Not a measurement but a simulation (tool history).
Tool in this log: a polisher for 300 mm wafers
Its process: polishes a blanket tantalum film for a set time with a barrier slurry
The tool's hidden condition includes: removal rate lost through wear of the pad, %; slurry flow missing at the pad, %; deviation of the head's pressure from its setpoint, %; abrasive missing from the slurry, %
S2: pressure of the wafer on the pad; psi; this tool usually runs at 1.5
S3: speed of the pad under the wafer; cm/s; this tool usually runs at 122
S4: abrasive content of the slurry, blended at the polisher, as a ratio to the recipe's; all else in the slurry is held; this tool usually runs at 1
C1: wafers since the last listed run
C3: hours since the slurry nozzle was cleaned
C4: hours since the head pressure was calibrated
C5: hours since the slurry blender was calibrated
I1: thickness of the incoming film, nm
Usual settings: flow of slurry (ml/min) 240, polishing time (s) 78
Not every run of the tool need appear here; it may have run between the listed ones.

{"run": 1, "hour": 0.0, "flow of slurry (ml/min)": 240, "S2": 1.5, "S3": 122, "S4": 1.15, "polishing time (s)": 78, "C1": 0, "wafers polished on this pad": 282, "C3": 146.6, "C4": 1054, "C5": 159.2, "I1": 404.8, "film removed (nm)": 130.5}
{"run": 2, "hour": 90.2, "flow of slurry (ml/min)": 240, "S2": 1.5, "S3": 122, "S4": 1, "polishing time (s)": 78, "C1": 900, "wafers polished on this pad": 1182, "C3": 236.8, "C4": 1144.2, "C5": 249.4, "I1": 406.5, "film removed (nm)": 121.5}
{"run": 3, "hour": 115.2, "flow of slurry (ml/min)": 240, "S2": 1.5, "S3": 122, "S4": 1, "polishing time (s)": 78, "C1": 249, "wafers polished on this pad": 1431, "C3": 261.8, "C4": 1169.2, "C5": 274.4, "I1": 415, "film removed (nm)": 123}
{"hour": 127.2, "done": "slurry blender recalibrated"}
{"run": 4, "hour": 147.7, "flow of slurry (ml/min)": 205, "S2": 1.5, "S3": 122, "S4": 1, "polishing time (s)": 78, "C1": 304, "wafers polished on this pad": 1735, "C3": 294.3, "C4": 1201.7, "C5": 20.5, "I1": 407.9, "film removed (nm)": 115.9}
{"hour": 163.0, "done": "worn pad replaced by a new one"}
{"run": 5, "hour": 179.2, "flow of slurry (ml/min)": 205, "S2": 1.5, "S3": 122, "S4": 1, "polishing time (s)": 78, "C1": 274, "wafers polished on this pad": 161, "C3": 325.8, "C4": 1233.2, "C5": 52, "I1": 413.6, "film removed (nm)": 114.8}
{"run": 6, "hour": 209.6, "flow of slurry (ml/min)": 205, "S2": 1.5, "S3": 122, "S4": 1, "polishing time (s)": 78, "C1": 303, "wafers polished on this pad": 465, "C3": 356.2, "C4": 1263.6, "C5": 82.4, "I1": 409.5, "film removed (nm)": 115.9}
{"run": 7, "hour": 230.7, "flow of slurry (ml/min)": 240, "S2": 1.5, "S3": 122, "S4": 1, "polishing time (s)": 78, "C1": 210, "wafers polished on this pad": 675, "C3": 377.3, "C4": 1284.7, "C5": 103.5, "I1": 407.9, "film removed (nm)": 119.4}
{"run": 8, "hour": 249.4, "flow of slurry (ml/min)": 240, "S2": 1.5, "S3": 122, "S4": 1, "polishing time (s)": 78, "C1": 186, "wafers polished on this pad": 862, "C3": 396, "C4": 1303.4, "C5": 122.2, "I1": 415.2, "film removed (nm)": 117.4}
{"run": 9, "hour": 262.8, "flow of slurry (ml/min)": 240, "S2": 1.5, "S3": 122, "S4": 1, "polishing time (s)": 78, "C1": 133, "wafers polished on this pad": 996, "C3": 409.4, "C4": 1316.8, "C5": 135.6, "I1": 416.3, "film removed (nm)": 114.8}
{"hour": 328.5, "done": "worn pad replaced by a new one"}
{"run": 10, "hour": 343.2, "flow of slurry (ml/min)": 240, "S2": 1.5, "S3": 122, "S4": 1, "polishing time (s)": 78, "C1": 762, "wafers polished on this pad": 146, "C3": 489.8, "C4": 1397.2, "C5": 216, "I1": 410.7, "film removed (nm)": 118.2}
{"hour": 368.6, "done": "slurry blender recalibrated"}
{"hour": 417.9, "done": "head pressure recalibrated"}
{"run": 11, "hour": 424.4, "flow of slurry (ml/min)": 240, "S2": 1.5, "S3": 122, "S4": 1, "polishing time (s)": 78, "C1": 770, "wafers polished on this pad": 916, "C3": 571, "C4": 6.5, "C5": 55.8, "I1": 414.3, "film removed (nm)": 118.4}
{"run": 12, "hour": 469.6, "flow of slurry (ml/min)": 240, "S2": 1.5, "S3": 132, "S4": 1, "polishing time (s)": 78, "C1": 451, "wafers polished on this pad": 1367, "C3": 616.2, "C4": 51.7, "C5": 101, "I1": 411.7, "film removed (nm)": 128.4}
{"hour": 485.0, "done": "worn pad replaced by a new one"}
{"run": 13, "hour": 495.2, "flow of slurry (ml/min)": 240, "S2": 1.5, "S3": 132, "S4": 1, "polishing time (s)": 78, "C1": 215, "wafers polished on this pad": 101, "C3": 641.8, "C4": 77.3, "C5": 126.6, "I1": 411.2, "film removed (nm)": 126.2}
{"run": 14, "hour": 507.2, "flow of slurry (ml/min)": 265, "S2": 1.3, "S3": 122, "S4": 1.1, "polishing time (s)": 89, "C1": 119, "wafers polished on this pad": 221, "C3": 653.8, "C4": 89.3, "C5": 138.6, "I1": 408.9, "film removed (nm)": 127.2}
{"hour": 524.6, "done": "slurry nozzle cleaned"}
{"run": 15, "hour": 525.2, "flow of slurry (ml/min)": 205, "S2": 2, "S3": 152, "S4": 1, "polishing time (s)": 53, "C1": 169, "wafers polished on this pad": 391, "C3": 0.6, "C4": 107.3, "C5": 156.6, "I1": 406.8, "film removed (nm)": 137}
{"run": 16, "hour": 558.3, "flow of slurry (ml/min)": 240, "S2": 1.5, "S3": 122, "S4": 1, "polishing time (s)": 78, "C1": 330, "wafers polished on this pad": 721, "C3": 33.7, "C4": 140.4, "C5": 189.7, "I1": 414.2, "film removed (nm)": 122.8}
{"run": 17, "hour": 590.3, "flow of slurry (ml/min)": 240, "S2": 1.1, "S3": 86, "S4": 1.2, "polishing time (s)": 78, "C1": 319, "wafers polished on this pad": 1040, "C3": 65.7, "C4": 172.4, "C5": 221.7, "I1": 402.4, "film removed (nm)": 71.7}
{"run": 18, "hour": 617.3, "flow of slurry (ml/min)": 240, "S2": 1.5, "S3": 122, "S4": 1, "polishing time (s)": 78, "C1": 269, "wafers polished on this pad": 1310, "C3": 92.7, "C4": 199.4, "C5": 248.7, "I1": 409.5, "film removed (nm)": 125.3}
{"hour": 626.3, "done": "slurry blender recalibrated"}
{"hour": 642.4, "done": "worn pad replaced by a new one"}
{"run": 19, "hour": 644.7, "flow of slurry (ml/min)": 240, "S2": 1.5, "S3": 110, "S4": 1, "polishing time (s)": 78, "C1": 213, "wafers polished on this pad": 23, "C3": 120.1, "C4": 226.8, "C5": 18.4, "I1": 407.6, "film removed (nm)": 110.4}
{"run": 20, "hour": 675.3, "flow of slurry (ml/min)": 240, "S2": 1.5, "S3": 100, "S4": 1, "polishing time (s)": 52, "C1": 305, "wafers polished on this pad": 328, "C3": 150.7, "C4": 257.4, "C5": 49, "I1": 404.8, "film removed (nm)": 66.3}
{"run": 21, "hour": 726.0, "flow of slurry (ml/min)": 325, "S2": 1.9, "S3": 88, "S4": 1, "polishing time (s)": 87, "C1": 505, "wafers polished on this pad": 834, "C3": 201.4, "C4": 308.1, "C5": 99.7, "I1": 412.7, "film removed (nm)": 127.9}
{"run": 22, "hour": 758.8, "flow of slurry (ml/min)": 215, "S2": 1.7, "S3": 122, "S4": 1, "polishing time (s)": 78, "C1": 327, "wafers polished on this pad": 1161, "C3": 234.2, "C4": 340.9, "C5": 132.5, "I1": 415.5, "film removed (nm)": 135.6}
{"run": 23, "hour": 772.2, "flow of slurry (ml/min)": 190, "S2": 1.2, "S3": 100, "S4": 1, "polishing time (s)": 78, "C1": 133, "wafers polished on this pad": 1295, "C3": 247.6, "C4": 354.3, "C5": 145.9, "I1": 411.3, "film removed (nm)": 79.1}
{"run": 24, "hour": 792.6, "flow of slurry (ml/min)": 240, "S2": 1.2, "S3": 122, "S4": 1, "polishing time (s)": 78, "C1": 203, "wafers polished on this pad": 1499, "C3": 268, "C4": 374.7, "C5": 166.3, "I1": 402.8, "film removed (nm)": 98}
{"hour": 823.0, "done": "worn pad replaced by a new one"}
{"run": 25, "hour": 824.7, "flow of slurry (ml/min)": 285, "S2": 1.5, "S3": 122, "S4": 1.25, "polishing time (s)": 78, "C1": 280, "wafers polished on this pad": 16, "C3": 300.1, "C4": 406.8, "C5": 198.4, "I1": 403.6, "film removed (nm)": 135}
{"run": 26, "hour": 847.1, "flow of slurry (ml/min)": 240, "S2": 1.5, "S3": 104, "S4": 1, "polishing time (s)": 78, "C1": 223, "wafers polished on this pad": 240, "C3": 322.5, "C4": 429.2, "C5": 220.8, "I1": 403.6, "film removed (nm)": 104.9}

5 ways to go on from here, each from the tool as it stands after run 26. What would each give?
{"run": "A", "hour": 847.6, "flow of slurry (ml/min)": 240, "S2": 1.5, "S3": 122, "S4": 0.8, "polishing time (s)": 78, "C1": 4, "wafers polished on this pad": 245, "C3": 323, "C4": 429.7, "C5": 221.3, "I1": 406.4, "film removed (nm)": "?"}
{"run": "B", "hour": 847.6, "flow of slurry (ml/min)": 240, "S2": 1.3, "S3": 122, "S4": 1.1, "polishing time (s)": 78, "C1": 4, "wafers polished on this pad": 245, "C3": 323, "C4": 429.7, "C5": 221.3, "I1": 406.4, "film removed (nm)": "?"}
{"run": "C", "hour": 847.6, "flow of slurry (ml/min)": 240, "S2": 1.8, "S3": 110, "S4": 1.25, "polishing time (s)": 69, "C1": 4, "wafers polished on this pad": 245, "C3": 323, "C4": 429.7, "C5": 221.3, "I1": 406.4, "film removed (nm)": "?"}
{"run": "D", "hour": 847.6, "flow of slurry (ml/min)": 240, "S2": 1.5, "S3": 140, "S4": 1, "polishing time (s)": 78, "C1": 4, "wafers polished on this pad": 245, "C3": 323, "C4": 429.7, "C5": 221.3, "I1": 406.4, "film removed (nm)": "?"}
{"run": "E", "hour": 847.6, "flow of slurry (ml/min)": 160, "S2": 1.8, "S3": 122, "S4": 0.75, "polishing time (s)": 66, "C1": 4, "wafers polished on this pad": 245, "C3": 323, "C4": 429.7, "C5": 221.3, "I1": 406.4, "film removed (nm)": "?"}

run=A film_removed_(nm)=109.3
run=B film_removed_(nm)=111.6
run=C film_removed_(nm)=124.5
run=D film_removed_(nm)=140.2
run=E film_removed_(nm)=98.4
Without the tool's hidden state the same runs would have given:
run=A film_removed_(nm)=114
run=B film_removed_(nm)=116.4
run=C film_removed_(nm)=129.8
run=D film_removed_(nm)=146.2
run=E film_removed_(nm)=104.3
